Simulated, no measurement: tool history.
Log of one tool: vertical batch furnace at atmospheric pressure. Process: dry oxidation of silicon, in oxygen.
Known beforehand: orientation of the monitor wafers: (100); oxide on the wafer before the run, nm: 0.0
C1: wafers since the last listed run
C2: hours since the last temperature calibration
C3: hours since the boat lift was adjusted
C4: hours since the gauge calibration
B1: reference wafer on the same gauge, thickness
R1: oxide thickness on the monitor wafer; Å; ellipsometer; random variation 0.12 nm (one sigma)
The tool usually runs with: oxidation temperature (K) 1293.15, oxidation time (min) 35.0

Run 1, hour 0.0: usual settings; C1 0; C2 2981.3; C3 572.0; C4 1140.3; B1 44.38. Result: R1 466.8 Å.
Run 2, hour 98.4: usual settings; C1 875; C2 3079.7; C3 670.4; C4 1238.7; B1 44.39. Result: R1 464.6 Å.
Run 3, hour 182.8: usual settings; C1 750; C2 3164.1; C3 754.8; C4 1323.1; B1 44.41. Result: R1 464.4 Å.
Run 4, hour 272.8: usual settings; C1 800; C2 3254.1; C3 844.8; C4 1413.1; B1 44.42. Result: R1 463.2 Å.
Run 5, hour 349.8: usual settings; C1 685; C2 3331.1; C3 921.8; C4 1490.1; B1 44.40. Result: R1 464.9 Å.
Run 6, hour 471.6: usual settings; C1 1083; C2 3452.9; C3 1043.6; C4 1611.9; B1 44.41. Result: R1 460.6 Å.
Run 7, hour 564.5: usual settings; C1 826; C2 3545.8; C3 1136.5; C4 1704.8; B1 44.42. Result: R1 462.3 Å.
Run 8, hour 624.7: usual settings; C1 535; C2 3606.0; C3 1196.7; C4 1765.0; B1 44.40. Result: R1 463.4 Å.
Run 9, hour 672.1: usual settings but oxidation temperature (K) 1299.15; C1 421; C2 3653.4; C3 1244.1; C4 1812.4; B1 44.40. Result: R1 489.0 Å.
Run 10, hour 725.3: usual settings; C1 473; C2 3706.6; C3 1297.3; C4 1865.6; B1 44.41. Result: R1 462.7 Å.
Run 11, hour 786.8: usual settings; C1 547; C2 3768.1; C3 1358.8; C4 1927.1; B1 44.40. Result: R1 461.7 Å.
Run 12, hour 826.1: usual settings; C1 349; C2 3807.4; C3 1398.1; C4 1966.4; B1 44.39. Result: R1 461.8 Å.
Run 13, hour 864.1: usual settings; C1 338; C2 3845.4; C3 1436.1; C4 2004.4; B1 44.41. Result: R1 459.8 Å.
Run 14, hour 939.0: usual settings; C1 666; C2 3920.3; C3 1511.0; C4 2079.3; B1 44.40. Result: R1 461.6 Å.
Run 15, hour 1077.1: usual settings but oxidation time (min) 31.0; C1 1228; C2 4058.4; C3 1649.1; C4 2217.4; B1 44.38. Result: R1 429.4 Å.
Run 16, hour 1128.4: usual settings but oxidation time (min) 31.0; C1 456; C2 4109.7; C3 1700.4; C4 2268.7; B1 44.40. Result: R1 429.1 Å.
Run 17, hour 1208.4: usual settings but oxidation time (min) 23.5; C1 711; C2 4189.7; C3 1780.4; C4 2348.7; B1 44.42. Result: R1 364.8 Å.
Run 18, hour 1293.1: usual settings but oxidation time (min) 29.5; C1 753; C2 4274.4; C3 1865.1; C4 2433.4; B1 44.41. Result: R1 416.1 Å.
At hour 1370.7: gauge calibrated.
At hour 1427.4: thermocouples replaced and temperature profile calibrated.
Run 19, hour 1463.2: usual settings; C1 1299; C2 35.8; C3 2035.2; C4 92.5; B1 44.39. Result: R1 460.1 Å.
Run 20, hour 1529.3: usual settings but oxidation temperature (K) 1306.15, oxidation time (min) 27.5; C1 588; C2 101.9; C3 2101.3; C4 158.6; B1 44.40. Result: R1 445.9 Å.
Run 21, hour 1808.1: usual settings but oxidation temperature (K) 1315.15, oxidation time (min) 41.5; C1 2480; C2 380.7; C3 2380.1; C4 437.4; B1 44.37. Result: R1 619.2 Å.
Run 22, hour 1862.5: usual settings but oxidation time (min) 24.0; C1 483; C2 435.1; C3 2434.5; C4 491.8; B1 44.41. Result: R1 367.2 Å.
Run 23, hour 1933.9: usual settings but oxidation temperature (K) 1317.15, oxidation time (min) 40.5; C1 635; C2 506.5; C3 2505.9; C4 563.2; B1 44.37. Result: R1 615.5 Å.
Run 24, hour 2002.3: usual settings; C1 608; C2 574.9; C3 2574.3; C4 631.6; B1 44.37. Result: R1 455.5 Å.
Run 25, hour 2062.4: usual settings but oxidation temperature (K) 1303.15, oxidation time (min) 19.0; C1 534; C2 635.0; C3 2634.4; C4 691.7; B1 44.41. Result: R1 350.9 Å.
Run 26, hour 2139.7: usual settings but oxidation temperature (K) 1314.15, oxidation time (min) 26.5; C1 687; C2 712.3; C3 2711.7; C4 769.0; B1 44.40. Result: R1 464.4 Å.
Run 27, hour 2227.2: usual settings but oxidation temperature (K) 1305.15, oxidation time (min) 40.5; C1 778; C2 799.8; C3 2799.2; C4 856.5; B1 44.43. Result: R1 553.9 Å.
At hour 2307.9: boat lift adjusted.
Run 28, hour 2519.1: usual settings but oxidation temperature (K) 1280.15, oxidation time (min) 49.5; C1 2383; C2 1091.7; C3 211.2; C4 1148.4; B1 44.39. Result: R1 512.3 Å.
Run 29, hour 2610.5: usual settings but oxidation temperature (K) 1282.15, oxidation time (min) 41.5; C1 813; C2 1183.1; C3 302.6; C4 1239.8; B1 44.40. Result: R1 470.0 Å.
Run 30, hour 2814.6: usual settings; C1 1815; C2 1387.2; C3 506.7; C4 1443.9; B1 44.39. Result: R1 466.9 Å.
Run 31, hour 2866.6: usual settings but oxidation time (min) 51.0; C1 462; C2 1439.2; C3 558.7; C4 1495.9; B1 44.41. Result: R1 589.0 Å.

Estimate the outcome of run 32 from the log above:
Run 32, hour 2915.3: usual settings; C1 433; C2 1487.9; C3 607.4; C4 1544.6; B1 ?. Result: R1 ?.

{"run 32": {"B1": 44.38, "R1": 465.3}}
On a tool with no hidden condition, and with the same random variation, this run would have come out at R1 467.9 Å.
